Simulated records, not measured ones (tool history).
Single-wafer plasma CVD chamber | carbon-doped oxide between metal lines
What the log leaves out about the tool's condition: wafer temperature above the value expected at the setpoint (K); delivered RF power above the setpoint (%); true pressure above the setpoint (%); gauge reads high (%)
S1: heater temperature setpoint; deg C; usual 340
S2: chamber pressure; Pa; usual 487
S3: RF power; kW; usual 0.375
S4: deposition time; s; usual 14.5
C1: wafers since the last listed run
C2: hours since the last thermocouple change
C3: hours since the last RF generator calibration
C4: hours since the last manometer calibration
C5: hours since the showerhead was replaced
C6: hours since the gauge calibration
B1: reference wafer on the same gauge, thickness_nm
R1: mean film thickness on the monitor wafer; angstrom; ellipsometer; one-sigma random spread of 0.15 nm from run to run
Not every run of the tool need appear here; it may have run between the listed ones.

{"run": 1, "hour": 0.0, "S1": 347, "S2": 487, "S3": 0.33, "S4": 14.5, "C1": 0, "C2": 902.3, "C3": 1010.2, "C4": 838.6, "C5": 4720.4, "C6": 74.7, "B1": 58.046, "R1": 524}
{"run": 2, "hour": 13.1, "S1": 347, "S2": 487, "S3": 0.33, "S4": 14.5, "C1": 363, "C2": 915.4, "C3": 1023.3, "C4": 851.7, "C5": 4733.5, "C6": 87.8, "B1": 57.992, "R1": 523.1}
{"run": 3, "hour": 30.6, "S1": 340, "S2": 487, "S3": 0.375, "S4": 12.5, "C1": 485, "C2": 932.9, "C3": 1040.8, "C4": 869.2, "C5": 4751, "C6": 105.3, "B1": 57.976, "R1": 520.76}
{"run": 4, "hour": 36.9, "S1": 340, "S2": 487, "S3": 0.375, "S4": 12.5, "C1": 174, "C2": 939.2, "C3": 1047.1, "C4": 875.5, "C5": 4757.3, "C6": 111.6, "B1": 58.021, "R1": 514.98}
{"run": 5, "hour": 47.8, "S1": 340, "S2": 427, "S3": 0.375, "S4": 14.5, "C1": 302, "C2": 950.1, "C3": 1058, "C4": 886.4, "C5": 4768.2, "C6": 122.5, "B1": 58.001, "R1": 591.53}
{"run": 6, "hour": 55.7, "S1": 340, "S2": 487, "S3": 0.375, "S4": 14.5, "C1": 219, "C2": 958, "C3": 1065.9, "C4": 894.3, "C5": 4776.1, "C6": 130.4, "B1": 57.984, "R1": 596.21}
{"run": 7, "hour": 70.8, "S1": 334, "S2": 427, "S3": 0.305, "S4": 17.4, "C1": 419, "C2": 973.1, "C3": 1081, "C4": 909.4, "C5": 4791.2, "C6": 145.5, "B1": 58.018, "R1": 605.38}
{"run": 8, "hour": 87.4, "S1": 331, "S2": 411, "S3": 0.375, "S4": 14.5, "C1": 460, "C2": 989.7, "C3": 1097.6, "C4": 926, "C5": 4807.8, "C6": 162.1, "B1": 58.004, "R1": 610.25}
{"run": 9, "hour": 99.9, "S1": 347, "S2": 487, "S3": 0.375, "S4": 14.5, "C1": 346, "C2": 1002.2, "C3": 1110.1, "C4": 938.5, "C5": 4820.3, "C6": 174.6, "B1": 58.022, "R1": 586.42}
{"hour": 114.7, "done": "thermocouple changed; heater temperature recalibrated"}
{"run": 10, "hour": 115.2, "S1": 340, "S2": 577, "S3": 0.375, "S4": 16, "C1": 202, "C2": 0.5, "C3": 1125.4, "C4": 953.8, "C5": 4835.6, "C6": 189.9, "B1": 57.975, "R1": 672.52}
{"run": 11, "hour": 130.9, "S1": 340, "S2": 380, "S3": 0.375, "S4": 12.7, "C1": 435, "C2": 16.2, "C3": 1141.1, "C4": 969.5, "C5": 4851.3, "C6": 205.6, "B1": 57.996, "R1": 515.52}
{"run": 12, "hour": 142.7, "S1": 347, "S2": 528, "S3": 0.41, "S4": 14.5, "C1": 327, "C2": 28, "C3": 1152.9, "C4": 981.3, "C5": 4863.1, "C6": 217.4, "B1": 58.007, "R1": 634.21}
{"run": 13, "hour": 157.4, "S1": 340, "S2": 487, "S3": 0.375, "S4": 14.5, "C1": 407, "C2": 42.7, "C3": 1167.6, "C4": 996, "C5": 4877.8, "C6": 232.1, "B1": 58.013, "R1": 597.18}
{"run": 14, "hour": 169.3, "S1": 340, "S2": 487, "S3": 0.375, "S4": 14.5, "C1": 330, "C2": 54.6, "C3": 1179.5, "C4": 1007.9, "C5": 4889.7, "C6": 244, "B1": 57.993, "R1": 600.36}
{"hour": 180.3, "done": "RF generator calibrated"}
{"run": 15, "hour": 187.2, "S1": 340, "S2": 487, "S3": 0.375, "S4": 14.5, "C1": 274, "C2": 72.5, "C3": 6.9, "C4": 1025.8, "C5": 4907.6, "C6": 261.9, "B1": 58.002, "R1": 599.11}
{"hour": 206.7, "done": "capacitance manometer re-zeroed and calibrated"}
{"hour": 229.3, "done": "showerhead replaced"}
{"run": 16, "hour": 237.6, "S1": 340, "S2": 487, "S3": 0.375, "S4": 14.5, "C1": 954, "C2": 122.9, "C3": 57.3, "C4": 30.9, "C5": 8.3, "C6": 312.3, "B1": 58.037, "R1": 599.74}
{"run": 17, "hour": 251.0, "S1": 347, "S2": 528, "S3": 0.41, "S4": 14.5, "C1": 371, "C2": 136.3, "C3": 70.7, "C4": 44.3, "C5": 21.7, "C6": 325.7, "B1": 57.997, "R1": 635.04}
{"run": 18, "hour": 257.7, "S1": 340, "S2": 487, "S3": 0.34, "S4": 14.5, "C1": 185, "C2": 143, "C3": 77.4, "C4": 51, "C5": 28.4, "C6": 332.4, "B1": 57.978, "R1": 551.3}
{"run": 19, "hour": 271.4, "S1": 340, "S2": 605, "S3": 0.375, "S4": 12, "C1": 380, "C2": 156.7, "C3": 91.1, "C4": 64.7, "C5": 42.1, "C6": 346.1, "B1": 57.991, "R1": 513.31}
{"hour": 275.8, "done": "gauge calibrated"}
{"run": 20, "hour": 277.8, "S1": 331, "S2": 487, "S3": 0.375, "S4": 14.5, "C1": 177, "C2": 163.1, "C3": 97.5, "C4": 71.1, "C5": 48.5, "C6": 2, "B1": 58.007, "R1": 620.61}
{"run": 21, "hour": 294.5, "S1": 352, "S2": 387, "S3": 0.345, "S4": 16.3, "C1": 463, "C2": 179.8, "C3": 114.2, "C4": 87.8, "C5": 65.2, "C6": 18.7, "B1": 58, "R1": 587.68}
{"run": 22, "hour": 306.4, "S1": 340, "S2": 487, "S3": 0.375, "S4": 14.5, "C1": 330, "C2": 191.7, "C3": 126.1, "C4": 99.7, "C5": 77.1, "C6": 30.6, "B1": 58.014, "R1": 598.81}
{"run": 23, "hour": 340.5, "S1": 340, "S2": 487, "S3": 0.375, "S4": 14.5, "C1": 946, "C2": 225.8, "C3": 160.2, "C4": 133.8, "C5": 111.2, "C6": 64.7, "B1": 57.984, "R1": 596.94}
{"run": 24, "hour": 351.8, "S1": 340, "S2": 487, "S3": 0.375, "S4": 14.5, "C1": 313, "C2": 237.1, "C3": 171.5, "C4": 145.1, "C5": 122.5, "C6": 76, "B1": 58.042, "R1": 600.97}
{"run": 25, "hour": 360.1, "S1": 354, "S2": 604, "S3": 0.31, "S4": 15.9, "C1": 230, "C2": 245.4, "C3": 179.8, "C4": 153.4, "C5": 130.8, "C6": 84.3, "B1": 58.009, "R1": 546.37}
{"run": 26, "hour": 367.1, "S1": 326, "S2": 409, "S3": 0.375, "S4": 12.5, "C1": 194, "C2": 252.4, "C3": 186.8, "C4": 160.4, "C5": 137.8, "C6": 91.3, "B1": 57.988, "R1": 538.15}
{"run": 27, "hour": 383.4, "S1": 328, "S2": 580, "S3": 0.395, "S4": 16.4, "C1": 452, "C2": 268.7, "C3": 203.1, "C4": 176.7, "C5": 154.1, "C6": 107.6, "B1": 58.002, "R1": 752.32}
{"run": 28, "hour": 397.7, "S1": 340, "S2": 487, "S3": 0.375, "S4": 16.6, "C1": 396, "C2": 283, "C3": 217.4, "C4": 191, "C5": 168.4, "C6": 121.9, "B1": 57.991, "R1": 684.91}
{"run": 29, "hour": 410.6, "S1": 351, "S2": 487, "S3": 0.375, "S4": 14.5, "C1": 358, "C2": 295.9, "C3": 230.3, "C4": 203.9, "C5": 181.3, "C6": 134.8, "B1": 58.011, "R1": 577.74}
{"run": 30, "hour": 427.0, "S1": 344, "S2": 452, "S3": 0.305, "S4": 12.4, "C1": 455, "C2": 312.3, "C3": 246.7, "C4": 220.3, "C5": 197.7, "C6": 151.2, "B1": 58.021, "R1": 421.46}

Predict each of these 3 candidate next runs independently; none follows another, all start after run 30:
{"run": "A", "hour": 427.4, "S1": 340, "S2": 487, "S3": 0.375, "S4": 14.5, "C1": 11, "C2": 312.7, "C3": 247.1, "C4": 220.7, "C5": 198.1, "C6": 151.6, "B1": "?", "R1": "?"}
{"run": "B", "hour": 427.4, "S1": 340, "S2": 487, "S3": 0.305, "S4": 13.3, "C1": 11, "C2": 312.7, "C3": 247.1, "C4": 220.7, "C5": 198.1, "C6": 151.6, "B1": "?", "R1": "?"}
{"run": "C", "hour": 427.4, "S1": 340, "S2": 549, "S3": 0.375, "S4": 13.8, "C1": 11, "C2": 312.7, "C3": 247.1, "C4": 220.7, "C5": 198.1, "C6": 151.6, "B1": "?", "R1": "?"}

run=A B1=57.983 R1=597.12
run=B B1=57.983 R1=460.03
run=C B1=57.983 R1=576.91
Without the tool's hidden state the same runs would have given:
run=A R1=597.12
run=B R1=460.03
run=C R1=576.91
